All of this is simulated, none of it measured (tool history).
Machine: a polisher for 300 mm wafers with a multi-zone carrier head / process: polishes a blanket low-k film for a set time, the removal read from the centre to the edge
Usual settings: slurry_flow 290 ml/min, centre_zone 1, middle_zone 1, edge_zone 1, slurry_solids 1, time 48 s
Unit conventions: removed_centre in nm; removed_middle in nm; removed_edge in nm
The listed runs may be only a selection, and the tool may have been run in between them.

run	hour	slurry_flow	centre_zone	middle_zone	edge_zone	slurry_solids	time	wafers since the last listed run	wafers polished on this pad	hours since the slurry nozzle was cleaned	hours since the centre zone pressure was calibrated	hours since the edge zone pressure was calibrated	hours since the carrier head's membrane was replaced	incoming thickness of the incoming film, nm	removed_centre	removed_middle	removed_edge
1	0	290	1	1	1	1	48	0	1062	156.6	724	45.1	163.4	566.3	22.1	19.3	19.3
2	31.1	290	1	1	1	1	48	295	1358	187.7	755.1	76.2	194.5	568.9	22	19.3	19.4
3	49.8	290	1.1	1	1	1	48	177	1536	206.4	773.8	94.9	213.2	568.4	24.1	19.2	19.1
4	84	345	1	1	1	1	48	325	1861	240.6	808	129.1	247.4	577.2	22.7	19.7	19.9
# hour 104.2: worn pad replaced by a new one
5	104.7	340	1	1	0.89	0.9	48	158	4	261.3	828.7	149.8	268.1	561.8	21.3	19.1	18.2
6	137.5	290	1	1	1	1	48	311	316	294.1	861.5	182.6	300.9	575.6	22.2	19.6	19.9
7	150.1	290	0.95	1.04	1	1	48	119	436	306.7	874.1	195.2	313.5	573.4	21.3	20	19.4
8	184.1	290	1	1.06	1	1	48	323	759	340.7	908.1	229.2	347.5	569.9	22	20.4	19.6
9	214.7	290	1	1	1	1	48	290	1050	371.3	938.7	259.8	378.1	567.9	22.6	19	19.9
# hour 225.6: centre zone pressure recalibrated
10	233.6	290	1	1	1	1	48	160	1211	390.2	8	278.7	397	561.3	19.5	19.5	19.4
11	268.4	365	1.08	1.1	0.94	1	48	330	1542	425	42.8	313.5	431.8	576.7	22.1	21.3	19.1
12	292.2	290	1	0.96	1.1	1	48	226	1768	448.8	66.6	337.3	455.6	557.8	19.6	18.7	20.9
# hour 327.3: worn pad replaced by a new one
13	356.8	315	1	0.89	1	1	48	576	280	513.4	131.2	401.9	520.2	557.7	21.1	17.7	20
14	381.1	370	1.1	1	1	1.2	48	231	511	537.7	155.5	426.2	544.5	571.5	24.6	20.7	21.1
15	397.7	290	1.1	1	1	0.85	62	157	669	554.3	172.1	442.8	561.1	569.8	27.7	23.8	23.7
# hour 399.9: slurry nozzle cleaned
16	421.3	290	1	1.06	1	0.9	63	214	884	21.4	195.7	466.4	584.7	573.4	26.4	25.8	25.2
17	445.5	290	0.89	1.1	1	1	48	230	1114	45.6	219.9	490.6	608.9	569.9	18.6	20.9	19.4
18	473.6	290	1	1.07	1	1	48	267	1381	73.7	248	518.7	637	566.7	20.7	20.3	19.7
19	506.1	290	1	1.07	1	1.3	48	309	1690	106.2	280.5	551.2	669.5	565.7	23	22.2	20.6
# hour 532.8: worn pad replaced by a new one
20	533.3	290	1	1	1	1	48	220	5	133.4	307.7	578.4	696.7	567.5	21.2	19.5	18.8
21	555.9	290	1.06	1	1	1	48	214	219	156	330.3	601	719.3	572.6	22.3	19.4	19

Results for each run, recomputed without the tool's hidden state and with each run's random variation untouched:
The hidden state here: removal rate lost through wear of the pad, %; slurry flow missing at the pad, %; deviation of the centre zone's pressure from its setpoint, %; deviation of the edge zone's pressure from its setpoint, %.
run	removed_centre
1	19.9
2	19.8
3	21.7
4	20.4
5	19.1
6	20
7	19.1
8	19.7
9	20.3
10	19.5
11	21.9
12	19.3
13	20.4
14	23.7
15	26.6
16	25.2
17	17.7
18	19.7
19	21.6
20	20
21	20.9
For removed_middle, the value without the hidden state is never more than 0.1 nm from the measured value.
removed_edge without the hidden state equals the measured value, run for run.

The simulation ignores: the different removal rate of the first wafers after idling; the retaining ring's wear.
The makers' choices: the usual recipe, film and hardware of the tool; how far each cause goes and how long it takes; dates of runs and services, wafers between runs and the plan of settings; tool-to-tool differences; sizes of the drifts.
